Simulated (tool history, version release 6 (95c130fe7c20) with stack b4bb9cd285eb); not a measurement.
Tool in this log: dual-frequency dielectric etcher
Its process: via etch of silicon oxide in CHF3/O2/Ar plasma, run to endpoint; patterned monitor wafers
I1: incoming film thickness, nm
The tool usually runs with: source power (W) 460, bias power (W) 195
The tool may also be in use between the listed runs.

{"run": 1, "hour": 0.0, "source power (W)": 420, "bias power (W)": 195, "I1": 638.9, "endpoint time (s)": 369.0}
{"run": 2, "hour": 15.7, "source power (W)": 460, "bias power (W)": 195, "I1": 643.7, "endpoint time (s)": 358.5}
{"run": 3, "hour": 24.4, "source power (W)": 460, "bias power (W)": 195, "I1": 638.5, "endpoint time (s)": 355.3}
{"run": 4, "hour": 33.6, "source power (W)": 490, "bias power (W)": 195, "I1": 642.9, "endpoint time (s)": 347.2}
{"run": 5, "hour": 49.2, "source power (W)": 490, "bias power (W)": 195, "I1": 641.1, "endpoint time (s)": 345.0}
{"run": 6, "hour": 65.5, "source power (W)": 460, "bias power (W)": 195, "I1": 631.5, "endpoint time (s)": 350.6}
{"run": 7, "hour": 82.3, "source power (W)": 460, "bias power (W)": 195, "I1": 642.2, "endpoint time (s)": 354.1}
{"run": 8, "hour": 89.5, "source power (W)": 430, "bias power (W)": 195, "I1": 638.0, "endpoint time (s)": 366.6}
{"run": 9, "hour": 107.4, "source power (W)": 460, "bias power (W)": 195, "I1": 643.3, "endpoint time (s)": 359.3}
{"run": 10, "hour": 120.3, "source power (W)": 460, "bias power (W)": 195, "I1": 642.0, "endpoint time (s)": 359.2}
{"run": 11, "hour": 132.0, "source power (W)": 460, "bias power (W)": 195, "I1": 638.5, "endpoint time (s)": 355.9}
{"run": 12, "hour": 140.3, "source power (W)": 400, "bias power (W)": 195, "I1": 647.8, "endpoint time (s)": 384.3}
{"run": 13, "hour": 152.0, "source power (W)": 380, "bias power (W)": 231, "I1": 636.1, "endpoint time (s)": 369.8}
{"run": 14, "hour": 159.2, "source power (W)": 380, "bias power (W)": 231, "I1": 643.5, "endpoint time (s)": 373.4}
{"run": 15, "hour": 192.5, "source power (W)": 460, "bias power (W)": 195, "I1": 635.9, "endpoint time (s)": 346.4}
{"run": 16, "hour": 192.9, "source power (W)": 400, "bias power (W)": 231, "I1": 640.3, "endpoint time (s)": 357.0}
{"run": 17, "hour": 199.5, "source power (W)": 500, "bias power (W)": 230, "I1": 641.1, "endpoint time (s)": 322.1}
{"run": 18, "hour": 214.9, "source power (W)": 460, "bias power (W)": 195, "I1": 641.9, "endpoint time (s)": 351.0}
{"run": 19, "hour": 222.5, "source power (W)": 370, "bias power (W)": 195, "I1": 642.9, "endpoint time (s)": 385.7}
{"run": 20, "hour": 239.3, "source power (W)": 390, "bias power (W)": 172, "I1": 645.9, "endpoint time (s)": 393.0}
{"run": 21, "hour": 254.6, "source power (W)": 350, "bias power (W)": 195, "I1": 644.3, "endpoint time (s)": 399.2}
{"run": 22, "hour": 283.7, "source power (W)": 580, "bias power (W)": 221, "I1": 639.2, "endpoint time (s)": 306.0}
{"run": 23, "hour": 284.1, "source power (W)": 500, "bias power (W)": 195, "I1": 645.7, "endpoint time (s)": 340.3}
{"run": 24, "hour": 291.6, "source power (W)": 460, "bias power (W)": 195, "I1": 642.9, "endpoint time (s)": 355.6}
{"run": 25, "hour": 299.7, "source power (W)": 370, "bias power (W)": 243, "I1": 641.5, "endpoint time (s)": 367.4}
{"run": 26, "hour": 308.7, "source power (W)": 520, "bias power (W)": 237, "I1": 634.0, "endpoint time (s)": 311.7}
{"run": 27, "hour": 318.0, "source power (W)": 370, "bias power (W)": 242, "I1": 635.2, "endpoint time (s)": 362.0}
{"run": 28, "hour": 325.3, "source power (W)": 340, "bias power (W)": 234, "I1": 640.7, "endpoint time (s)": 384.8}
{"run": 29, "hour": 344.2, "source power (W)": 460, "bias power (W)": 195, "I1": 642.0, "endpoint time (s)": 353.6}
{"run": 30, "hour": 358.9, "source power (W)": 570, "bias power (W)": 214, "I1": 646.0, "endpoint time (s)": 315.4}
{"run": 31, "hour": 368.9, "source power (W)": 460, "bias power (W)": 182, "I1": 640.4, "endpoint time (s)": 361.3}
{"run": 32, "hour": 375.6, "source power (W)": 500, "bias power (W)": 212, "I1": 638.6, "endpoint time (s)": 329.2}
{"run": 33, "hour": 386.5, "source power (W)": 460, "bias power (W)": 195, "I1": 635.4, "endpoint time (s)": 348.0}
{"run": 34, "hour": 399.2, "source power (W)": 500, "bias power (W)": 209, "I1": 640.7, "endpoint time (s)": 334.9}
{"run": 35, "hour": 416.2, "source power (W)": 540, "bias power (W)": 195, "I1": 635.7, "endpoint time (s)": 327.1}

Withheld: 4 entries from between the runs. Position of each, and hidden state at the listed run before versus the listed run after:
Between runs 11 and 12: source power generator calibrated (hour 139.8)
  etch rate over this chamber's usual, %: -2.13 -> -2.18
  the result without the hidden state subtracted from the measured one, endpoint time (s): +7.6 -> +8.4
Between runs 14 and 15: wet clean of the chamber (hour 192.0)
  etch rate over this chamber's usual, %: -2.28 -> -0.00816
  the result without the hidden state subtracted from the measured one, endpoint time (s): +8.5 -> +0.1
Between runs 20 and 21: bias power generator calibrated (hour 254.1)
  etch rate over this chamber's usual, %: -0.26 -> -0.342
  the result without the hidden state subtracted from the measured one, endpoint time (s): +1.0 -> +1.4
Between runs 21 and 22: upper electrode replaced (hour 283.2)
  etch rate over this chamber's usual, %: -0.342 -> -0.499
  the result without the hidden state subtracted from the measured one, endpoint time (s): +1.4 -> +1.5
